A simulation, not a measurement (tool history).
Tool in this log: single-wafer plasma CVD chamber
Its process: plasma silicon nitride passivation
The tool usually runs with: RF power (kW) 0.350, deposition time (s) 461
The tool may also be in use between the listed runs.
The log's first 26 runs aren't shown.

run,hour,RF power (kW),deposition time (s),wafers since the last listed run,hours since the last RF generator calibration,hours since the showerhead was replaced,hours since the gauge calibration,"read-back reference wafer on the same gauge, thickness_nm",mean film thickness on the monitor wafer (nm)
27,1945.7,0.330,524,259,360.9,375.0,96.9,734.455,682.807
28,2009.0,0.280,549,271,424.2,438.3,160.2,733.092,679.754
29,2109.9,0.380,507,432,525.1,539.2,261.1,734.677,687.967
30,2162.5,0.395,543,225,577.7,591.8,313.7,733.575,736.099
31,2224.8,0.375,553,267,640.0,654.1,376.0,734.356,739.028
32,2311.4,0.390,528,371,726.6,740.7,462.6,734.231,713.622
33,2386.3,0.305,372,321,801.5,815.6,537.5,733.788,468.235
34,2458.8,0.330,531,310,874.0,888.1,610.0,733.575,683.967

Forecast each of these 4 alternatives for the next run:
A,2459.3,0.350,461,2,874.5,888.6,610.5,?,?
B,2459.3,0.420,513,2,874.5,888.6,610.5,?,?
C,2459.3,0.305,552,2,874.5,888.6,610.5,?,?
D,2459.3,0.390,522,2,874.5,888.6,610.5,?,?

run,"read-back reference wafer on the same gauge, thickness_nm",mean film thickness on the monitor wafer (nm)
A,734.014,605.175
B,734.014,709.891
C,734.014,696.539
D,734.014,707.003
Take away the tool's hidden state, keep each run's random variation, and the runs would have read:
run,mean film thickness on the monitor wafer (nm)
A,617.626
B,724.496
C,710.870
D,721.548
